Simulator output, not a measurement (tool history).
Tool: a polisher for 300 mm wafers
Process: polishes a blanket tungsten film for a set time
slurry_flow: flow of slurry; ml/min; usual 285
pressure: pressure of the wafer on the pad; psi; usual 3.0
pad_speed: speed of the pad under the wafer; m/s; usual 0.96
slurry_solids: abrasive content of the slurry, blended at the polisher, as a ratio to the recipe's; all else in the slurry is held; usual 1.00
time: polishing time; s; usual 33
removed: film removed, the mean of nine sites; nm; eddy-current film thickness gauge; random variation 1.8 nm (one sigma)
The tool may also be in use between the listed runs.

run,day,slurry_flow,pressure,pad_speed,slurry_solids,time,"incoming thickness of the incoming film, nm",removed
1,0.000,350,3.0,0.96,1.10,33,828.1,127.3
2,2.312,350,3.0,0.96,1.10,33,838.7,130.8
3,6.546,285,3.0,0.96,1.00,33,843.4,122.1
4,8.404,285,3.0,0.96,1.00,33,822.6,123.2
# day 10.767: worn pad replaced by a new one
# day 12.279: slurry blender recalibrated
5,13.696,285,3.0,0.96,1.00,33,852.6,139.4
6,15.296,285,3.0,0.96,0.85,33,836.6,129.4
# day 15.696: slurry tank refilled with fresh slurry and peroxide
# day 16.738: slurry nozzle cleaned
7,19.733,285,3.0,0.96,0.85,33,827.2,124.6
8,23.350,285,3.0,0.96,0.85,33,838.2,122.1
# day 27.829: slurry blender recalibrated
# day 28.954: worn pad replaced by a new one
# day 33.521: slurry tank refilled with fresh slurry and peroxide
9,34.383,285,3.0,0.96,0.90,33,831.1,130.2
10,37.508,225,3.0,0.96,1.00,33,832.3,127.9
11,41.721,225,3.0,0.96,1.00,33,840.8,128.1
# day 42.454: head pressure recalibrated
# day 43.167: slurry blender recalibrated
12,43.408,225,3.0,0.96,1.00,33,839.8,116.7
# day 43.529: slurry nozzle cleaned
# day 44.092: worn pad replaced by a new one
13,47.246,285,3.0,0.96,1.00,33,842.7,132.6
# day 49.654: slurry tank refilled with fresh slurry and peroxide
14,51.567,380,3.0,1.24,1.00,33,853.3,174.7
15,55.771,285,3.0,0.70,1.00,42,837.0,119.2
16,57.346,220,3.0,0.96,1.00,40,831.9,153.2
# day 57.704: slurry blender recalibrated
# day 58.388: worn pad replaced by a new one
17,59.688,285,2.6,1.14,1.10,39,846.7,175.3
18,61.942,240,3.0,0.96,0.85,33,846.0,127.8
19,63.512,285,3.0,0.96,1.00,33,841.6,130.2
# day 65.067: slurry tank refilled with fresh slurry and peroxide
# day 67.388: slurry nozzle cleaned
20,67.658,200,2.4,0.72,1.00,33,826.3,73.2
21,70.354,285,3.9,0.96,1.00,33,835.6,169.1
# day 72.621: worn pad replaced by a new one
22,72.650,230,2.5,1.22,1.00,29,830.0,135.1
# day 75.571: slurry blender recalibrated
23,75.842,285,3.0,0.96,1.00,33,850.7,138.8
24,78.488,285,3.0,0.96,1.00,33,839.3,137.4
25,81.204,375,3.0,0.96,1.15,41,839.4,178.6

Forecast each of these 3 alternatives for the next run:
A,81.221,285,3.0,0.96,1.00,44,837.7,?
B,81.221,245,3.0,0.74,0.70,33,837.7,?
C,81.221,285,3.0,0.96,1.00,27,837.7,?

run,removed
A,180.0
B,93.9
C,110.4
Without the tool's hidden state the same runs would have given:
run,removed
A,179.2
B,93.5
C,109.9
